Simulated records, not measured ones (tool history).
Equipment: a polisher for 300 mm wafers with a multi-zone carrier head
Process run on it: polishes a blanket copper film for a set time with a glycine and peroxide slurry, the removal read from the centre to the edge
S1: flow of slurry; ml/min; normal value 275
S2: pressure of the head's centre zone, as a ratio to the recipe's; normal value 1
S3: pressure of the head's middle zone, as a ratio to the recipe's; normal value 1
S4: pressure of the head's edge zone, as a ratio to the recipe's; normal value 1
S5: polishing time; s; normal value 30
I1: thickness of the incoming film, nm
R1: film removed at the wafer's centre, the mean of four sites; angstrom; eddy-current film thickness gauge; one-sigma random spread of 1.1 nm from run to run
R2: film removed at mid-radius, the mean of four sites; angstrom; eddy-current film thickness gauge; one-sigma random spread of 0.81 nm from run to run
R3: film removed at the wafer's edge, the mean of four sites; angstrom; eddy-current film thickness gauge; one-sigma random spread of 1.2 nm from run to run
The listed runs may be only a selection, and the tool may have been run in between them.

{"run": 1, "day": 0.0, "S1": 275, "S2": 1, "S3": 1, "S4": 0.98, "S5": 30, "I1": 1644.2, "R1": 831, "R2": 812, "R3": 783}
{"day": 0.075, "done": "worn pad replaced by a new one"}
{"day": 6.45, "done": "slurry nozzle cleaned"}
{"day": 9.833, "done": "worn pad replaced by a new one"}
{"run": 2, "day": 10.742, "S1": 275, "S2": 1, "S3": 1, "S4": 0.98, "S5": 30, "I1": 1639.3, "R1": 896, "R2": 812, "R3": 805}
{"run": 3, "day": 14.433, "S1": 275, "S2": 1, "S3": 1, "S4": 0.98, "S5": 30, "I1": 1627.3, "R1": 877, "R2": 807, "R3": 813}
{"run": 4, "day": 15.942, "S1": 275, "S2": 1, "S3": 1, "S4": 0.92, "S5": 30, "I1": 1629.1, "R1": 897, "R2": 807, "R3": 786}
{"run": 5, "day": 17.521, "S1": 275, "S2": 1, "S3": 1, "S4": 1, "S5": 30, "I1": 1635.7, "R1": 876, "R2": 814, "R3": 817}
{"day": 20.392, "done": "worn pad replaced by a new one"}
{"run": 6, "day": 20.412, "S1": 205, "S2": 1, "S3": 1, "S4": 1, "S5": 30, "I1": 1652, "R1": 866, "R2": 795, "R3": 787}
{"day": 24.1, "done": "edge zone pressure recalibrated"}
{"run": 7, "day": 24.304, "S1": 205, "S2": 1, "S3": 1, "S4": 1, "S5": 30, "I1": 1642.7, "R1": 882, "R2": 783, "R3": 797}
{"run": 8, "day": 27.604, "S1": 205, "S2": 1, "S3": 1, "S4": 1, "S5": 30, "I1": 1660.6, "R1": 849, "R2": 791, "R3": 787}
{"day": 29.704, "done": "worn pad replaced by a new one"}
{"run": 9, "day": 32.1, "S1": 275, "S2": 1, "S3": 0.88, "S4": 1, "S5": 30, "I1": 1635.6, "R1": 927, "R2": 745, "R3": 806}
{"run": 10, "day": 33.8, "S1": 275, "S2": 1, "S3": 1, "S4": 1, "S5": 30, "I1": 1627.5, "R1": 915, "R2": 820, "R3": 814}
{"day": 35.7, "done": "slurry nozzle cleaned"}
{"run": 11, "day": 36.058, "S1": 275, "S2": 1.08, "S3": 0.89, "S4": 0.94, "S5": 38, "I1": 1639.5, "R1": 1208, "R2": 969, "R3": 1001}
{"run": 12, "day": 38.146, "S1": 275, "S2": 1, "S3": 1, "S4": 1.05, "S5": 30, "I1": 1652.6, "R1": 880, "R2": 801, "R3": 820}
{"day": 39.812, "done": "carrier head's membrane replaced by a new one"}
{"day": 39.888, "done": "centre zone pressure recalibrated"}
{"run": 13, "day": 39.908, "S1": 275, "S2": 1, "S3": 0.94, "S4": 0.91, "S5": 30, "I1": 1616.8, "R1": 847, "R2": 789, "R3": 770}
{"day": 41.621, "done": "worn pad replaced by a new one"}
{"run": 14, "day": 42.754, "S1": 275, "S2": 1.09, "S3": 1, "S4": 1, "S5": 30, "I1": 1659.1, "R1": 915, "R2": 810, "R3": 824}
{"run": 15, "day": 46.904, "S1": 275, "S2": 1, "S3": 1, "S4": 1, "S5": 30, "I1": 1622.7, "R1": 874, "R2": 819, "R3": 810}
{"run": 16, "day": 50.696, "S1": 275, "S2": 1, "S3": 1, "S4": 1, "S5": 30, "I1": 1638.5, "R1": 867, "R2": 825, "R3": 806}
{"day": 52.604, "done": "worn pad replaced by a new one"}
{"run": 17, "day": 53.071, "S1": 275, "S2": 1, "S3": 1, "S4": 1, "S5": 33, "I1": 1625.9, "R1": 958, "R2": 901, "R3": 906}

Branching from run 17: 5 alternative next runs. What would each branch give?
{"run": "A", "day": 53.088, "S1": 355, "S2": 1, "S3": 1, "S4": 1, "S5": 30, "I1": 1635.6, "R1": "?", "R2": "?", "R3": "?"}
{"run": "B", "day": 53.088, "S1": 355, "S2": 0.97, "S3": 0.95, "S4": 0.89, "S5": 30, "I1": 1635.6, "R1": "?", "R2": "?", "R3": "?"}
{"run": "C", "day": 53.088, "S1": 275, "S2": 1.08, "S3": 1, "S4": 1, "S5": 35, "I1": 1635.6, "R1": "?", "R2": "?", "R3": "?"}
{"run": "D", "day": 53.088, "S1": 360, "S2": 1.03, "S3": 1, "S4": 1, "S5": 30, "I1": 1635.6, "R1": "?", "R2": "?", "R3": "?"}
{"run": "E", "day": 53.088, "S1": 215, "S2": 1, "S3": 0.97, "S4": 1, "S5": 27, "I1": 1635.6, "R1": "?", "R2": "?", "R3": "?"}

run=A R1=908 R2=824 R3=834
run=B R1=884 R2=803 R3=790
run=C R1=1104 R2=941 R3=958
run=D R1=932 R2=825 R3=835
run=E R1=776 R2=698 R3=726
With no hidden state in the tool, these same runs would have given:
run=A R1=851 R2=825 R3=834
run=B R1=829 R2=803 R3=790
run=C R1=1036 R2=942 R3=958
run=D R1=874 R2=825 R3=835
run=E R1=728 R2=698 R3=726
